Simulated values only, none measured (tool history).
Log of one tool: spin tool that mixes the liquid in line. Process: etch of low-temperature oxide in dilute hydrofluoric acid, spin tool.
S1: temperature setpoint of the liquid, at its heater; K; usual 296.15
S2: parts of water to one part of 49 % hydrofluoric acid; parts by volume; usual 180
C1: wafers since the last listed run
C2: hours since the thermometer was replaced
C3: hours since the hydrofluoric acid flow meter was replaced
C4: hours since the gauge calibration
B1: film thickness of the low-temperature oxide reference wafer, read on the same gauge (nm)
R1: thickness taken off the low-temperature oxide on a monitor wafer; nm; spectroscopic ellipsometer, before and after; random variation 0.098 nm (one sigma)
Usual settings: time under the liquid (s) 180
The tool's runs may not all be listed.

{"run": 1, "hour": 0.0, "S1": 296.15, "S2": 200, "time under the liquid (s)": 180, "C1": 0, "C2": 846.4, "C3": 484.9, "C4": 764.5, "B1": 39.98, "R1": 14.56}
{"run": 2, "hour": 15.5, "S1": 296.15, "S2": 180, "time under the liquid (s)": 180, "C1": 83, "C2": 861.9, "C3": 500.4, "C4": 780.0, "B1": 40.0, "R1": 16.69}
{"run": 3, "hour": 36.1, "S1": 296.15, "S2": 180, "time under the liquid (s)": 180, "C1": 111, "C2": 882.5, "C3": 521.0, "C4": 800.6, "B1": 39.96, "R1": 16.53}
{"run": 4, "hour": 52.7, "S1": 296.15, "S2": 180, "time under the liquid (s)": 180, "C1": 89, "C2": 899.1, "C3": 537.6, "C4": 817.2, "B1": 40.02, "R1": 16.58}
{"run": 5, "hour": 80.5, "S1": 296.15, "S2": 180, "time under the liquid (s)": 180, "C1": 150, "C2": 926.9, "C3": 565.4, "C4": 845.0, "B1": 39.99, "R1": 16.55}
{"run": 6, "hour": 101.6, "S1": 296.15, "S2": 110, "time under the liquid (s)": 100, "C1": 113, "C2": 948.0, "C3": 586.5, "C4": 866.1, "B1": 40.01, "R1": 16.2}
{"run": 7, "hour": 129.6, "S1": 296.15, "S2": 110, "time under the liquid (s)": 100, "C1": 151, "C2": 976.0, "C3": 614.5, "C4": 894.1, "B1": 39.98, "R1": 16.4}
{"hour": 158.0, "done": "gauge calibrated"}
{"run": 8, "hour": 162.2, "S1": 296.15, "S2": 110, "time under the liquid (s)": 100, "C1": 176, "C2": 1008.6, "C3": 647.1, "C4": 4.2, "B1": 40.02, "R1": 16.27}
{"run": 9, "hour": 185.2, "S1": 299.65, "S2": 180, "time under the liquid (s)": 245, "C1": 124, "C2": 1031.6, "C3": 670.1, "C4": 27.2, "B1": 40.02, "R1": 25.68}
{"run": 10, "hour": 215.4, "S1": 296.15, "S2": 180, "time under the liquid (s)": 180, "C1": 163, "C2": 1061.8, "C3": 700.3, "C4": 57.4, "B1": 39.99, "R1": 16.64}
{"run": 11, "hour": 244.3, "S1": 296.15, "S2": 180, "time under the liquid (s)": 180, "C1": 156, "C2": 1090.7, "C3": 729.2, "C4": 86.3, "B1": 40.01, "R1": 16.74}
{"run": 12, "hour": 261.4, "S1": 296.15, "S2": 180, "time under the liquid (s)": 180, "C1": 92, "C2": 1107.8, "C3": 746.3, "C4": 103.4, "B1": 39.98, "R1": 16.72}
{"run": 13, "hour": 273.7, "S1": 299.65, "S2": 180, "time under the liquid (s)": 245, "C1": 66, "C2": 1120.1, "C3": 758.6, "C4": 115.7, "B1": 40.0, "R1": 26.15}
{"run": 14, "hour": 291.1, "S1": 296.15, "S2": 180, "time under the liquid (s)": 180, "C1": 93, "C2": 1137.5, "C3": 776.0, "C4": 133.1, "B1": 40.0, "R1": 16.78}
{"run": 15, "hour": 307.8, "S1": 293.15, "S2": 265, "time under the liquid (s)": 180, "C1": 90, "C2": 1154.2, "C3": 792.7, "C4": 149.8, "B1": 40.01, "R1": 9.41}
{"hour": 318.8, "done": "thermometer replaced"}
{"run": 16, "hour": 335.3, "S1": 296.15, "S2": 105, "time under the liquid (s)": 180, "C1": 143, "C2": 16.5, "C3": 820.2, "C4": 177.3, "B1": 39.99, "R1": 31.38}
{"run": 17, "hour": 356.8, "S1": 296.15, "S2": 180, "time under the liquid (s)": 180, "C1": 116, "C2": 38.0, "C3": 841.7, "C4": 198.8, "B1": 39.99, "R1": 16.77}
{"run": 18, "hour": 379.1, "S1": 296.15, "S2": 180, "time under the liquid (s)": 180, "C1": 120, "C2": 60.3, "C3": 864.0, "C4": 221.1, "B1": 40.01, "R1": 16.85}
{"run": 19, "hour": 392.9, "S1": 292.15, "S2": 155, "time under the liquid (s)": 115, "C1": 74, "C2": 74.1, "C3": 877.8, "C4": 234.9, "B1": 40.01, "R1": 11.05}
{"run": 20, "hour": 413.2, "S1": 296.15, "S2": 210, "time under the liquid (s)": 210, "C1": 109, "C2": 94.4, "C3": 898.1, "C4": 255.2, "B1": 39.99, "R1": 16.48}
{"run": 21, "hour": 440.5, "S1": 292.15, "S2": 130, "time under the liquid (s)": 180, "C1": 147, "C2": 121.7, "C3": 925.4, "C4": 282.5, "B1": 40.03, "R1": 21.28}
{"run": 22, "hour": 460.6, "S1": 296.15, "S2": 180, "time under the liquid (s)": 180, "C1": 108, "C2": 141.8, "C3": 945.5, "C4": 302.6, "B1": 40.03, "R1": 16.76}
{"run": 23, "hour": 528.9, "S1": 296.15, "S2": 180, "time under the liquid (s)": 180, "C1": 368, "C2": 210.1, "C3": 1013.8, "C4": 370.9, "B1": 39.97, "R1": 17.11}
{"run": 24, "hour": 556.2, "S1": 296.15, "S2": 140, "time under the liquid (s)": 180, "C1": 147, "C2": 237.4, "C3": 1041.1, "C4": 398.2, "B1": 40.01, "R1": 22.83}
{"run": 25, "hour": 569.6, "S1": 292.15, "S2": 180, "time under the liquid (s)": 180, "C1": 72, "C2": 250.8, "C3": 1054.5, "C4": 411.6, "B1": 40.0, "R1": 14.55}
{"run": 26, "hour": 590.0, "S1": 296.15, "S2": 130, "time under the liquid (s)": 80, "C1": 110, "C2": 271.2, "C3": 1074.9, "C4": 432.0, "B1": 40.01, "R1": 11.2}
{"run": 27, "hour": 612.2, "S1": 296.15, "S2": 180, "time under the liquid (s)": 180, "C1": 119, "C2": 293.4, "C3": 1097.1, "C4": 454.2, "B1": 39.99, "R1": 16.91}
{"hour": 636.8, "done": "hydrofluoric acid flow meter replaced"}
{"run": 28, "hour": 675.5, "S1": 299.65, "S2": 260, "time under the liquid (s)": 180, "C1": 336, "C2": 356.7, "C3": 38.7, "C4": 517.5, "B1": 40.0, "R1": 11.63}
{"run": 29, "hour": 706.5, "S1": 299.65, "S2": 110, "time under the liquid (s)": 180, "C1": 167, "C2": 387.7, "C3": 69.7, "C4": 548.5, "B1": 40.02, "R1": 32.29}
{"run": 30, "hour": 729.5, "S1": 296.15, "S2": 210, "time under the liquid (s)": 180, "C1": 124, "C2": 410.7, "C3": 92.7, "C4": 571.5, "B1": 39.99, "R1": 13.21}
{"run": 31, "hour": 754.1, "S1": 298.65, "S2": 210, "time under the liquid (s)": 180, "C1": 132, "C2": 435.3, "C3": 117.3, "C4": 596.1, "B1": 39.98, "R1": 14.6}
{"run": 32, "hour": 786.3, "S1": 298.65, "S2": 225, "time under the liquid (s)": 115, "C1": 173, "C2": 467.5, "C3": 149.5, "C4": 628.3, "B1": 40.01, "R1": 8.64}
{"run": 33, "hour": 888.6, "S1": 296.15, "S2": 150, "time under the liquid (s)": 210, "C1": 552, "C2": 569.8, "C3": 251.8, "C4": 730.6, "B1": 39.98, "R1": 23.62}

Some steps in R1 between neighbouring runs. How much of each would the tool show without its hidden state too (settings, what came in, random variation), and how much is left for the hidden state, with any gauge scatter that isn't in both results?
The hidden state here: liquid hotter than its thermometer reads (K); hydrofluoric acid flow above the setpoint (%); gauge reads high (%).
Run 15 -> 16: S1 293.15 -> 296.15, S2 265 -> 105, thermometer replaced. R1 +21.97 nm: hidden state +1.12, all else +20.85.
Run 16 -> 17: S2 105 -> 180. R1 -14.61 nm: hidden state -0.70, all else -13.91.
Run 27 -> 28: S1 296.15 -> 299.65, S2 180 -> 260, hydrofluoric acid flow meter replaced. R1 -5.28 nm: hidden state -1.08, all else -4.20.
Run 28 -> 29: S2 260 -> 110. R1 +20.66 nm: hidden state +0.20, all else +20.46.
Run 29 -> 30: S1 299.65 -> 296.15, S2 110 -> 210. R1 -19.08 nm: hidden state -0.16, all else -18.92.
